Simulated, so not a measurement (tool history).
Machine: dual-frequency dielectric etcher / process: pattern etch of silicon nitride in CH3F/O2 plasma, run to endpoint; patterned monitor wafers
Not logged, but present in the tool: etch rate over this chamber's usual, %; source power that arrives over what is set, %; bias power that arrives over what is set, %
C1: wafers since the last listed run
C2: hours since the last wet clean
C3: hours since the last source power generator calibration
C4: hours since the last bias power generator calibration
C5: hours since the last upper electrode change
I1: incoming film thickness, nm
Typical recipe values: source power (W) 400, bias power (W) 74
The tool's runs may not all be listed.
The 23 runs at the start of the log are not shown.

{"hour": 569.4, "done": "upper electrode replaced"}
{"run": 24, "hour": 569.9, "source power (W)": 310, "bias power (W)": 61, "C1": 57, "C2": 35.2, "C3": 75.9, "C4": 89.1, "C5": 0.5, "I1": 97.2, "endpoint time (s)": 137.5}
{"run": 25, "hour": 583.2, "source power (W)": 440, "bias power (W)": 61, "C1": 128, "C2": 48.5, "C3": 89.2, "C4": 102.4, "C5": 13.8, "I1": 98.6, "endpoint time (s)": 111.9}
{"run": 26, "hour": 617.2, "source power (W)": 360, "bias power (W)": 60, "C1": 327, "C2": 82.5, "C3": 123.2, "C4": 136.4, "C5": 47.8, "I1": 97.6, "endpoint time (s)": 125.6}
{"run": 27, "hour": 649.2, "source power (W)": 400, "bias power (W)": 57, "C1": 308, "C2": 114.5, "C3": 155.2, "C4": 168.4, "C5": 79.8, "I1": 98.3, "endpoint time (s)": 120.6}
{"run": 28, "hour": 664.5, "source power (W)": 340, "bias power (W)": 74, "C1": 147, "C2": 129.8, "C3": 170.5, "C4": 183.7, "C5": 95.1, "I1": 98.4, "endpoint time (s)": 119.1}
{"run": 29, "hour": 697.9, "source power (W)": 400, "bias power (W)": 74, "C1": 322, "C2": 163.2, "C3": 203.9, "C4": 217.1, "C5": 128.5, "I1": 98.2, "endpoint time (s)": 106.1}
{"run": 30, "hour": 717.4, "source power (W)": 400, "bias power (W)": 74, "C1": 188, "C2": 182.7, "C3": 223.4, "C4": 236.6, "C5": 148.0, "I1": 98.4, "endpoint time (s)": 105.8}
{"run": 31, "hour": 739.8, "source power (W)": 400, "bias power (W)": 74, "C1": 216, "C2": 205.1, "C3": 245.8, "C4": 259.0, "C5": 170.4, "I1": 98.2, "endpoint time (s)": 105.2}
{"run": 32, "hour": 754.3, "source power (W)": 400, "bias power (W)": 74, "C1": 139, "C2": 219.6, "C3": 260.3, "C4": 273.5, "C5": 184.9, "I1": 98.3, "endpoint time (s)": 105.6}
{"run": 33, "hour": 781.9, "source power (W)": 330, "bias power (W)": 89, "C1": 266, "C2": 247.2, "C3": 287.9, "C4": 301.1, "C5": 212.5, "I1": 99.5, "endpoint time (s)": 111.0}
{"run": 34, "hour": 798.6, "source power (W)": 370, "bias power (W)": 63, "C1": 161, "C2": 263.9, "C3": 304.6, "C4": 317.8, "C5": 229.2, "I1": 98.5, "endpoint time (s)": 117.6}
{"run": 35, "hour": 833.2, "source power (W)": 330, "bias power (W)": 57, "C1": 333, "C2": 298.5, "C3": 339.2, "C4": 352.4, "C5": 263.8, "I1": 99.0, "endpoint time (s)": 134.5}

Each row is a separate what-if for the run after 35, all from the same tool condition, not one after another. Results?
{"run": "A", "hour": 833.7, "source power (W)": 400, "bias power (W)": 56, "C1": 4, "C2": 299.0, "C3": 339.7, "C4": 352.9, "C5": 264.3, "I1": 98.6, "endpoint time (s)": "?"}
{"run": "B", "hour": 833.7, "source power (W)": 320, "bias power (W)": 83, "C1": 4, "C2": 299.0, "C3": 339.7, "C4": 352.9, "C5": 264.3, "I1": 98.6, "endpoint time (s)": "?"}
{"run": "C", "hour": 833.7, "source power (W)": 430, "bias power (W)": 79, "C1": 4, "C2": 299.0, "C3": 339.7, "C4": 352.9, "C5": 264.3, "I1": 98.6, "endpoint time (s)": "?"}
{"run": "D", "hour": 833.7, "source power (W)": 430, "bias power (W)": 64, "C1": 4, "C2": 299.0, "C3": 339.7, "C4": 352.9, "C5": 264.3, "I1": 98.6, "endpoint time (s)": "?"}

run=A endpoint_time_(s)=118.3
run=B endpoint_time_(s)=115.2
run=C endpoint_time_(s)=97.8
run=D endpoint_time_(s)=107.0
Had the tool no hidden state, the same runs would have come out as:
run=A endpoint_time_(s)=122.9
run=B endpoint_time_(s)=119.7
run=C endpoint_time_(s)=101.6
run=D endpoint_time_(s)=111.2
